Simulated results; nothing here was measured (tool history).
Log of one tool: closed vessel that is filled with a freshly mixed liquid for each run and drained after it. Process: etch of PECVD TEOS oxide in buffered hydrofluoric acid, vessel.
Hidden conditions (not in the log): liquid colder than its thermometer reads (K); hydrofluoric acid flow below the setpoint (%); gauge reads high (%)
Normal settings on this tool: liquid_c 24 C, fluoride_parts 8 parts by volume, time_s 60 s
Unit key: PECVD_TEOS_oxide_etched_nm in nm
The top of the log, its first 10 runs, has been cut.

run   hour  liquid_c  fluoride_parts  time_s  wafers since the last listed run  hours since the thermometer was replaced  hours since the hydrofluoric acid flow meter was replaced  hours since the gauge calibration  read-back film thickness of the PECVD TEOS oxide reference wafer, read on the same gauge (nm)  PECVD_TEOS_oxide_etched_nm
 11  113.6      27.5               8      35                               940                                    1361.1                                                     1741.2                              224.8                                                                                          80.01                       73.79
 12  122.3      27.5               8      35                               879                                    1369.8                                                     1749.9                              233.5                                                                                          79.98                       73.66
 13  138.7      26.5            10.5      60                              1657                                    1386.2                                                     1766.3                              249.9                                                                                          80.04                       94.12
 14  156.7      26.5            10.5      60                              1819                                    1404.2                                                     1784.3                              267.9                                                                                             80                       94.18
 15  172.2        24               8      70                              1566                                    1419.7                                                     1799.8                              283.4                                                                                             80                      121.49
 16  186.3        24             9.5      60                              1425                                    1433.8                                                     1813.9                              297.5                                                                                          79.98                       89.19
 17  197.1      27.5               8      40                              1091                                    1444.6                                                     1824.7                              308.3                                                                                          79.99                       83.81
 18  207.4        24               8      60                              1041                                    1454.9                                                       1835                              318.6                                                                                          80.03                      104.55
 19  224.4      20.5             9.5      60                              1718                                    1471.9                                                       1852                              335.6                                                                                          79.99                       73.25
     229.5  -- gauge calibrated
 20  241.7      27.5              10      60                              1748                                    1489.2                                                     1869.3                               12.2                                                                                             80                      103.45
 21  259.5        24            10.5      60                              1799                                      1507                                                     1887.1                                 30                                                                                          79.97                       82.13
     266.4  -- hydrofluoric acid flow meter replaced
     268.3  -- thermometer replaced
 22    277        24               8      45                              1566                                       8.7                                                       10.6                               47.5                                                                                          79.99                       78.98
 23  286.4        24               8      40                               950                                      18.1                                                         20                               56.9                                                                                             80                       69.53
 24  294.9        24               8      60                               859                                      26.6                                                       28.5                               65.4                                                                                          80.02                      104.19
 25  312.3      26.5             9.5      40                              1758                                        44                                                       45.9                               82.8                                                                                          80.01                       67.73
 26    319        24             6.5      60                               677                                      50.7                                                       52.6                               89.5                                                                                          79.98                      128.28
 27  335.1        20               7      90                              1627                                      66.8                                                       68.7                              105.6                                                                                             80                      144.06
 28  346.7        24               7      95                              1172                                      78.4                                                       80.3                              117.2                                                                                          80.01                      190.84
 29  357.1        24              11      90                              1051                                      88.8                                                       90.7                              127.6                                                                                          80.01                      117.43
 30  363.6        24               8      60                               657                                      95.3                                                       97.2                              134.1                                                                                          80.01                      104.66
 31  380.3        24               8      60                              1688                                       112                                                      113.9                              150.8                                                                                          79.99                      104.09
 32  392.3        24               8      60                              1212                                       124                                                      125.9                              162.8                                                                                          80.02                      104.31
 33  405.2        24               8      60                              1303                                     136.9                                                      138.8                              175.7                                                                                          79.99                      104.61

4 ways to go on from here, each from the tool as it stands after run 33. What would each give?
  A  405.9        24               5      60                                70                                     137.6                                                      139.5                              176.4                                                                                              ?                           ?
  B  405.9        19               5      60                                70                                     137.6                                                      139.5                              176.4                                                                                              ?                           ?
  C  405.9      25.5            10.5      35                                70                                     137.6                                                      139.5                              176.4                                                                                              ?                           ?
  D  405.9        24               6      45                                70                                     137.6                                                      139.5                              176.4                                                                                              ?                           ?

run  read-back film thickness of the PECVD TEOS oxide reference wafer, read on the same gauge (nm)  PECVD_TEOS_oxide_etched_nm
  A                                                                                          80.02                      161.74
  B                                                                                          80.02                      122.69
  C                                                                                          80.02                       52.19
  D                                                                                          80.02                      103.97
Had the tool no hidden state, the same runs would have come out as:
run  PECVD_TEOS_oxide_etched_nm
  A                      161.74
  B                      122.69
  C                       52.19
  D                      103.97
